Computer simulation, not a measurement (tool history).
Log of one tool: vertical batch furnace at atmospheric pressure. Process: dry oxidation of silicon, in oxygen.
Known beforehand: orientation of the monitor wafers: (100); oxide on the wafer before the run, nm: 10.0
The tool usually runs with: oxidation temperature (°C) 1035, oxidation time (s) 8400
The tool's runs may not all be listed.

run   hour  oxidation temperature (°C)  oxidation time (s)  read-back reference wafer on the same gauge, thickness  oxide thickness on the monitor wafer (angstrom)
  1      0                        1046                9330                                                  139.03                                           1523.9
  2   34.8                        1046                9330                                                  139.33                                           1518.4
  3   69.3                        1046                9330                                                  139.54                                           1525.6
  4   84.5                        1035                8400                                                  139.55                                           1313.5
  5  110.8                        1035                8400                                                  139.87                                           1307.8
  6    124                        1035                8400                                                  139.75                                             1310
     132.9  -- gauge calibrated
  7  142.3                        1035                8400                                                  138.26                                           1296.8
  8  154.8                        1035                8400                                                  138.08                                           1300.9
  9  169.2                        1028                8400                                                  138.22                                           1221.3
 10  199.9                        1028                8400                                                  138.17                                           1221.4
 11  223.9                        1035               11340                                                  138.48                                           1580.1
 12  252.4                        1035               11340                                                  138.38                                           1567.3
     295.4  -- thermocouples replaced and temperature profile calibrated
 13  295.9                        1016                8400                                                  138.92                                           1103.5
 14  302.2                        1035                8400                                                  138.86                                           1290.7
 15  308.5                        1035                8400                                                  138.78                                           1307.4
 16  319.1                        1035                8400                                                  138.95                                           1305.5
 17  337.2                        1035                8400                                                   138.9                                           1301.8
 18  373.2                        1035                8400                                                  139.17                                           1318.1
 19  389.2                        1045               10470                                                  139.47                                           1611.9
 20  409.7                        1019                6420                                                   139.4                                            951.3
 21  443.7                        1035                8400                                                  139.42                                           1313.3
 22  473.8                        1054                8400                                                  139.95                                           1521.1
 23  491.1                        1056               11490                                                  140.02                                           1878.5
 24  503.4                        1035                8400                                                  139.89                                           1309.6
     530.6  -- boat lift adjusted
 25  536.7                        1029                8400                                                  140.26                                           1246.6
     553.7  -- gauge calibrated
 26  568.5                        1035               11340                                                  137.97                                           1574.1
 27  593.5                        1058                8400                                                  138.38                                           1552.4
 28  618.7                        1011                8400                                                  138.19                                           1052.2
 29    645                        1028                5340                                                  138.46                                            914.2
 30  663.8                        1050                9630                                                  138.48                                           1598.3
 31  676.9                        1059                5550                                                  138.68                                           1207.7
 32  690.9                        1059                8400                                                  138.35                                           1555.4
 33  712.3                        1035                8400                                                  138.81                                           1295.9
 34  735.3                        1035                9780                                                  139.16                                             1429

Give the tool's hidden conditions for every run:
true tube temperature minus thermocouple reading, K: 0 at every run
monitor wafer colder than the profiled boat position, K: 0 at every run
H1: gauge reads high (%)
run      H1
  1   0.794
  2   0.933
  3    1.07
  4    1.13
  5    1.24
  6    1.29
  7  0.0112
  8  0.0612
  9   0.119
 10   0.242
 11   0.338
 12   0.452
 13   0.626
 14   0.651
 15   0.676
 16   0.718
 17   0.791
 18   0.935
 19   0.999
 20    1.08
 21    1.22
 22    1.34
 23    1.41
 24    1.46
 25    1.59
 26  0.0215
 27   0.121
 28   0.222
 29   0.327
 30   0.403
 31   0.455
 32   0.511
 33   0.597
 34   0.689
